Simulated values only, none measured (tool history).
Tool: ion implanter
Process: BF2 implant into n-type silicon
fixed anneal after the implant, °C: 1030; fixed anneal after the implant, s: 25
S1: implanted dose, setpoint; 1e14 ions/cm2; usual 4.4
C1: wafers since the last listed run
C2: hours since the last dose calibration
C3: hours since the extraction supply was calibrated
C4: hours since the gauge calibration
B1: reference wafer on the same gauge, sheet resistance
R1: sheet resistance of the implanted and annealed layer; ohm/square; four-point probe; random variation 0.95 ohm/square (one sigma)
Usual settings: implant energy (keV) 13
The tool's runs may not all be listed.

Run 1, hour 0: usual settings; C1 0; C2 1153.4; C3 5148.1; C4 117.1; B1 283.13. Result: R1 263.55 ohm/square.
Run 2, hour 20.9: usual settings; C1 555; C2 1174.3; C3 5169; C4 138; B1 283.01. Result: R1 262.29 ohm/square.
Run 3, hour 51.8: usual settings; C1 821; C2 1205.2; C3 5199.9; C4 168.9; B1 283.33. Result: R1 261.27 ohm/square.
Run 4, hour 64.7: usual settings but S1 4.12 1e14 ions/cm2; C1 343; C2 1218.1; C3 5212.8; C4 181.8; B1 283.24. Result: R1 275.07 ohm/square.
Run 5, hour 92.3: usual settings but S1 4.12 1e14 ions/cm2; C1 733; C2 1245.7; C3 5240.4; C4 209.4; B1 283.21. Result: R1 276.73 ohm/square.
Run 6, hour 121.5: usual settings but S1 4.12 1e14 ions/cm2; C1 776; C2 1274.9; C3 5269.6; C4 238.6; B1 282.87. Result: R1 275.51 ohm/square.
Run 7, hour 154: usual settings; C1 864; C2 1307.4; C3 5302.1; C4 271.1; B1 282.8. Result: R1 263.31 ohm/square.
Run 8, hour 186.4: usual settings; C1 861; C2 1339.8; C3 5334.5; C4 303.5; B1 282.91. Result: R1 263.98 ohm/square.
Run 9, hour 207.1: usual settings but implant energy (keV) 15; C1 550; C2 1360.5; C3 5355.2; C4 324.2; B1 283.03. Result: R1 256.35 ohm/square.
Run 10, hour 225.8: usual settings but implant energy (keV) 15; C1 497; C2 1379.2; C3 5373.9; C4 342.9; B1 283.04. Result: R1 256.61 ohm/square.
Run 11, hour 256.8: usual settings; C1 824; C2 1410.2; C3 5404.9; C4 373.9; B1 283.03. Result: R1 263.55 ohm/square.
Run 12, hour 270: usual settings; C1 351; C2 1423.4; C3 5418.1; C4 387.1; B1 283.01. Result: R1 262.09 ohm/square.
Run 13, hour 298.4: usual settings; C1 755; C2 1451.8; C3 5446.5; C4 415.5; B1 283.12. Result: R1 262.32 ohm/square.
Run 14, hour 321.9: usual settings but S1 3.48 1e14 ions/cm2; C1 624; C2 1475.3; C3 5470; C4 439; B1 283.18. Result: R1 313.26 ohm/square.
Run 15, hour 338.6: usual settings; C1 444; C2 1492; C3 5486.7; C4 455.7; B1 282.9. Result: R1 261.81 ohm/square.
Run 16, hour 362.7: usual settings; C1 640; C2 1516.1; C3 5510.8; C4 479.8; B1 283.15. Result: R1 261.86 ohm/square.
Run 17, hour 393.1: usual settings but S1 5.11 1e14 ions/cm2, implant energy (keV) 11; C1 808; C2 1546.5; C3 5541.2; C4 510.2; B1 282.76. Result: R1 242.85 ohm/square.
Run 18, hour 417.5: usual settings but S1 3.88 1e14 ions/cm2, implant energy (keV) 16.5; C1 648; C2 1570.9; C3 5565.6; C4 534.6; B1 283.04. Result: R1 277.14 ohm/square.
Run 19, hour 438: usual settings but implant energy (keV) 10; C1 545; C2 1591.4; C3 5586.1; C4 555.1; B1 283.18. Result: R1 275.78 ohm/square.
At hour 449.2: Faraday cup replaced and dose calibrated.
Run 20, hour 464.6: usual settings but S1 3.59 1e14 ions/cm2, implant energy (keV) 8.5; C1 494; C2 15.4; C3 5612.7; C4 581.7; B1 283.32. Result: R1 335.16 ohm/square.
Run 21, hour 496.7: usual settings but implant energy (keV) 9.5; C1 853; C2 47.5; C3 5644.8; C4 613.8; B1 282.65. Result: R1 285.78 ohm/square.
Run 22, hour 521.9: usual settings but S1 5.6 1e14 ions/cm2, implant energy (keV) 10; C1 670; C2 72.7; C3 5670; C4 639; B1 282.95. Result: R1 239.34 ohm/square.
Run 23, hour 545.7: usual settings but S1 5.25 1e14 ions/cm2, implant energy (keV) 16.5; C1 632; C2 96.5; C3 5693.8; C4 662.8; B1 282.67. Result: R1 223.32 ohm/square.
Run 24, hour 558.6: usual settings but S1 3.44 1e14 ions/cm2; C1 343; C2 109.4; C3 5706.7; C4 675.7; B1 283.32. Result: R1 321.39 ohm/square.
Run 25, hour 575.2: usual settings but implant energy (keV) 15; C1 441; C2 126; C3 5723.3; C4 692.3; B1 283.17. Result: R1 261.9 ohm/square.
At hour 592: gauge calibrated.
At hour 594.5: extraction supply calibrated.
Run 26, hour 595: usual settings but S1 5.59 1e14 ions/cm2, implant energy (keV) 10.5; C1 313; C2 145.8; C3 0.5; C4 3; B1 282.41. Result: R1 238.49 ohm/square.
Run 27, hour 623.2: usual settings; C1 749; C2 174; C3 28.7; C4 31.2; B1 282.75. Result: R1 268.42 ohm/square.
Run 28, hour 716.3: usual settings but S1 5.53 1e14 ions/cm2; C1 2475; C2 267.1; C3 121.8; C4 124.3; B1 282.78. Result: R1 226.51 ohm/square.
Run 29, hour 730.3: usual settings; C1 372; C2 281.1; C3 135.8; C4 138.3; B1 283.33. Result: R1 267.3 ohm/square.
Run 30, hour 749.9: usual settings but S1 4.77 1e14 ions/cm2, implant energy (keV) 14.5; C1 521; C2 300.7; C3 155.4; C4 157.9; B1 283.13. Result: R1 244.99 ohm/square.
Run 31, hour 776.7: usual settings; C1 712; C2 327.5; C3 182.2; C4 184.7; B1 283.03. Result: R1 267.41 ohm/square.
Run 32, hour 801.5: usual settings but implant energy (keV) 16.5; C1 659; C2 352.3; C3 207; C4 209.5; B1 282.56. Result: R1 257.66 ohm/square.
Run 33, hour 828.5: usual settings but S1 3.96 1e14 ions/cm2, implant energy (keV) 14; C1 718; C2 379.3; C3 234; C4 236.5; B1 283.41. Result: R1 283.68 ohm/square.
Run 34, hour 881.3: usual settings but S1 5.3 1e14 ions/cm2, implant energy (keV) 16.5; C1 1404; C2 432.1; C3 286.8; C4 289.3; B1 282.95. Result: R1 223.49 ohm/square.
Run 35, hour 914.6: usual settings; C1 885; C2 465.4; C3 320.1; C4 322.6; B1 283.28. Result: R1 266.64 ohm/square.
Run 36, hour 936.2: usual settings but S1 3.64 1e14 ions/cm2, implant energy (keV) 9.5; C1 574; C2 487; C3 341.7; C4 344.2; B1 283.17. Result: R1 323.46 ohm/square.
Run 37, hour 957.4: usual settings but S1 5.12 1e14 ions/cm2, implant energy (keV) 17.5; C1 563; C2 508.2; C3 362.9; C4 365.4; B1 283.14. Result: R1 225.45 ohm/square.

The same runs without the tool's hidden state, with the same run-to-run variation:
The hidden state here: deviation of the true dose from the Faraday cup's reading, %; deviation of the true energy from its setpoint, %; gauge reads high (%).
run      R1
  1  268.32
  2  267.11
  3  266.19
  4  280.39
  5  282.19
  6  281.06
  7  268.64
  8  269.44
  9  261.92
 10  262.25
 11  269.26
 12  267.82
 13  268.16
 14  320.77
 15  267.78
 16  267.93
 17  248.14
 18  284.35
 19     282
 20  335.15
 21   285.9
 22  239.51
 23  223.57
 24  321.84
 25  262.32
 26  238.88
 27  269.02
 28  227.26
 29  268.29
 30  245.97
 31  268.58
 32  258.95
 33  285.19
 34  224.81
 35  268.32
 36  325.54
 37  227.06

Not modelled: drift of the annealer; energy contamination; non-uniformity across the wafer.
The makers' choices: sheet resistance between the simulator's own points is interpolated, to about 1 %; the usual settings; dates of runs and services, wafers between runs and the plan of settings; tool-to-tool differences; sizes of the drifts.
